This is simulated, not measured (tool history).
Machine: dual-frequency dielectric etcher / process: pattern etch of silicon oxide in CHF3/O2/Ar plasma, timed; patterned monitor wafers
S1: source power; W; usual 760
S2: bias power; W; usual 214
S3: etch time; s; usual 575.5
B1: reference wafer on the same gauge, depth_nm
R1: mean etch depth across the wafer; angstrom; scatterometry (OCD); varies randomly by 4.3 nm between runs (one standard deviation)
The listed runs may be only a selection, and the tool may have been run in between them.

run	hour	S1	S2	S3	B1	R1
1	0	760	203	575.5	1338.3	13304
2	25.3	760	214	575.5	1338.3	13769
3	59.3	760	214	575.5	1340.9	13745
4	95.1	760	214	575.5	1342.7	13833
5	110.1	760	196	575.5	1342.9	13158
6	129.5	760	196	575.5	1342.1	13194
7	154.5	760	214	575.5	1341.9	13827
8	187.9	760	214	575.5	1343.1	13811
# hour 201.7: source power generator calibrated
9	207.8	760	242	711	1343.4	18224
10	233	760	242	711	1343.5	18175
11	268.8	760	252	575.5	1345.2	15093
12	298.8	760	252	575.5	1343.4	15035
13	330.5	650	191	575.5	1346.1	12482
14	343.1	760	160	411.5	1346.7	8354
# hour 369.3: gauge calibrated
# hour 374.4: wet clean of the chamber
15	376.1	820	173	718	1315.4	15284
16	400.4	840	197	575.5	1319.9	13290
17	420.3	760	214	575.5	1322.6	13636
18	435.8	760	214	575.5	1323.5	13641
# hour 478.5: bias power generator calibrated
# hour 480.9: upper electrode replaced
19	481.4	760	214	575.5	1328.7	13685
20	498.1	760	214	575.5	1329.5	13703
21	514.6	760	214	505.5	1329.4	11996
22	542.3	760	162	711.5	1331.7	14515
23	611.6	650	236	673	1335.7	16265
24	634.9	840	265	471.5	1336.7	12877

Forecast each of these 5 alternatives for the next run:
A	635.5	760	214	531	?	?
B	635.5	830	190	430.5	?	?
C	635.5	760	239	575.5	?	?
D	635.5	920	192	645.5	?	?
E	635.5	870	185	514	?	?

run	B1	R1
A	1337.5	12710
B	1337.5	9859
C	1337.5	14610
D	1337.5	15256
E	1337.5	11732
The same runs, with their run-to-run variation unchanged, on a tool lacking any hidden condition would have given:
run	R1
A	12554
B	9738
C	14430
D	15069
E	11588
